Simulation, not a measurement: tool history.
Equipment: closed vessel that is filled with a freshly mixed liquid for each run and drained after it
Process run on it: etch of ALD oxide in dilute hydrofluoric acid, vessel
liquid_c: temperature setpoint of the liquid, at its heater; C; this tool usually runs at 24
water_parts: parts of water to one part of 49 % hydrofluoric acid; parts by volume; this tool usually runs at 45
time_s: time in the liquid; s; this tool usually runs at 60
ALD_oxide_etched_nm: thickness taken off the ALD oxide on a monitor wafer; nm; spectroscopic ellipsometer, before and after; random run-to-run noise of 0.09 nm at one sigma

run	hour	liquid_c	water_parts	time_s	read-back film thickness of the ALD oxide reference wafer, read on the same gauge (nm)	ALD_oxide_etched_nm
1	0	24	45	60	140.01	18.78
2	93.6	24	45	60	139.98	18.77
3	143.1	27.5	45	60	139.99	21.56
4	193.6	27.5	45	60	140	21.39
5	249.7	27.5	45	60	140	21.49
6	329.8	24	45	60	139.99	18.71
7	385	24	45	60	140.04	18.65
# hour 390.4: gauge calibrated
8	490.1	21	45	60	140	16.54
# hour 540.5: hydrofluoric acid flow meter replaced
9	565.3	24	45	60	139.99	19.01
10	602.1	27.5	45	60	139.99	22.13
11	651.1	28.5	35	60	140.01	29.72
12	715.7	24	40	60	139.98	21.54
# hour 738: thermometer replaced
13	823.6	28.5	60	60	140.01	16.65
14	928.4	26.5	35	70	139.97	31.69
15	1018.3	26.5	60	60	140	15.47

Below are 3 alternative next runs, each starting from the tool's condition after run 15. Predict each:
A	1019	24	45	95	?	?
B	1019	28	25	30	?	?
C	1019	22	40	60	?	?

run	read-back film thickness of the ALD oxide reference wafer, read on the same gauge (nm)	ALD_oxide_etched_nm
A	139.98	29.82
B	139.98	20.55
C	139.98	19.62
Take away the tool's hidden state, keep each run's random variation, and the runs would have read:
run	ALD_oxide_etched_nm
A	30.19
B	20.81
C	19.86
